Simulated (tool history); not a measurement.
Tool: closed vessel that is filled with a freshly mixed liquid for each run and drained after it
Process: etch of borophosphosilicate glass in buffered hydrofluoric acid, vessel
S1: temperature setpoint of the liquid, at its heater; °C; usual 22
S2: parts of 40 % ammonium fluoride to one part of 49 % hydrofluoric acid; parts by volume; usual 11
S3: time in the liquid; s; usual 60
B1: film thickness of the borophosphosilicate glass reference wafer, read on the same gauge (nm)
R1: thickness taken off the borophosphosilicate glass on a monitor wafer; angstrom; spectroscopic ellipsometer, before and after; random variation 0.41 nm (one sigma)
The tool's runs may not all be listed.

{"run": 1, "hour": 0.0, "S1": 22, "S2": 9, "S3": 60, "B1": 79.35, "R1": 959.6}
{"run": 2, "hour": 37.1, "S1": 22, "S2": 9, "S3": 60, "B1": 79.68, "R1": 972.2}
{"run": 3, "hour": 79.8, "S1": 22, "S2": 11, "S3": 60, "B1": 80.01, "R1": 825.3}
{"run": 4, "hour": 123.9, "S1": 22, "S2": 11, "S3": 60, "B1": 80.35, "R1": 832.6}
{"run": 5, "hour": 195.6, "S1": 22, "S2": 11, "S3": 60, "B1": 80.87, "R1": 834.8}
{"run": 6, "hour": 223.0, "S1": 22, "S2": 11, "S3": 60, "B1": 81.01, "R1": 838.5}
{"run": 7, "hour": 274.9, "S1": 22, "S2": 11, "S3": 60, "B1": 81.24, "R1": 837.3}
{"run": 8, "hour": 306.2, "S1": 25, "S2": 11, "S3": 60, "B1": 81.44, "R1": 996.1}
{"run": 9, "hour": 338.3, "S1": 22, "S2": 11, "S3": 60, "B1": 81.64, "R1": 849.6}
{"run": 10, "hour": 372.7, "S1": 22, "S2": 11, "S3": 60, "B1": 81.72, "R1": 848.2}
{"run": 11, "hour": 443.9, "S1": 22, "S2": 11, "S3": 60, "B1": 82.02, "R1": 842.5}
{"run": 12, "hour": 494.4, "S1": 22, "S2": 11, "S3": 80, "B1": 82.13, "R1": 1137.6}
{"run": 13, "hour": 521.4, "S1": 22, "S2": 14.5, "S3": 60, "B1": 82.22, "R1": 647.3}
{"run": 14, "hour": 557.3, "S1": 18, "S2": 14.5, "S3": 40, "B1": 82.34, "R1": 342.9}
{"hour": 560.9, "done": "thermometer replaced"}
{"run": 15, "hour": 602.0, "S1": 17.5, "S2": 7, "S3": 60, "B1": 82.44, "R1": 1027.1}
{"run": 16, "hour": 627.5, "S1": 22, "S2": 14, "S3": 85, "B1": 82.5, "R1": 949.6}
{"run": 17, "hour": 682.9, "S1": 22, "S2": 11, "S3": 60, "B1": 82.58, "R1": 843.4}
{"run": 18, "hour": 742.0, "S1": 22, "S2": 11, "S3": 60, "B1": 82.69, "R1": 860.8}
{"hour": 812.8, "done": "hydrofluoric acid flow meter replaced"}
{"run": 19, "hour": 906.1, "S1": 17, "S2": 11, "S3": 90, "B1": 82.89, "R1": 972.8}
{"run": 20, "hour": 939.4, "S1": 22, "S2": 15.5, "S3": 90, "B1": 82.93, "R1": 911.2}
{"run": 21, "hour": 979.9, "S1": 17.5, "S2": 8.5, "S3": 30, "B1": 83, "R1": 419.2}
{"run": 22, "hour": 1039.5, "S1": 22, "S2": 11, "S3": 35, "B1": 83.07, "R1": 498.7}
{"hour": 1053.7, "done": "gauge calibrated"}
{"run": 23, "hour": 1085.9, "S1": 22, "S2": 11, "S3": 60, "B1": 80.09, "R1": 825.8}
{"run": 24, "hour": 1148.8, "S1": 20.5, "S2": 9, "S3": 50, "B1": 80.6, "R1": 748}
{"run": 25, "hour": 1216.2, "S1": 25, "S2": 12, "S3": 45, "B1": 81.12, "R1": 676.8}
{"run": 26, "hour": 1272.6, "S1": 22, "S2": 11, "S3": 75, "B1": 81.38, "R1": 1060.8}
{"run": 27, "hour": 1297.4, "S1": 22, "S2": 13.5, "S3": 60, "B1": 81.54, "R1": 691.4}
{"run": 28, "hour": 1363.9, "S1": 22, "S2": 11, "S3": 60, "B1": 81.92, "R1": 856.6}
{"run": 29, "hour": 1391.5, "S1": 17.5, "S2": 14, "S3": 60, "B1": 82.1, "R1": 517.7}
{"run": 30, "hour": 1442.1, "S1": 22, "S2": 7, "S3": 60, "B1": 82.21, "R1": 1312}
{"run": 31, "hour": 1484.8, "S1": 22, "S2": 7.5, "S3": 40, "B1": 82.42, "R1": 812.1}

Forecast each of these 4 alternatives for the next run:
{"run": "A", "hour": 1485.5, "S1": 22, "S2": 11, "S3": 60, "B1": "?", "R1": "?"}
{"run": "B", "hour": 1485.5, "S1": 24.5, "S2": 15.5, "S3": 90, "B1": "?", "R1": "?"}
{"run": "C", "hour": 1485.5, "S1": 18.5, "S2": 11, "S3": 85, "B1": "?", "R1": "?"}
{"run": "D", "hour": 1485.5, "S1": 24, "S2": 11, "S3": 60, "B1": "?", "R1": "?"}

run=A B1=82.42 R1=856
run=B B1=82.42 R1=1048.9
run=C B1=82.42 R1=999.5
run=D B1=82.42 R1=954.1
Without the tool's hidden state the same runs would have given:
run=A R1=831
run=B R1=1018.3
run=C R1=970.3
run=D R1=926.2
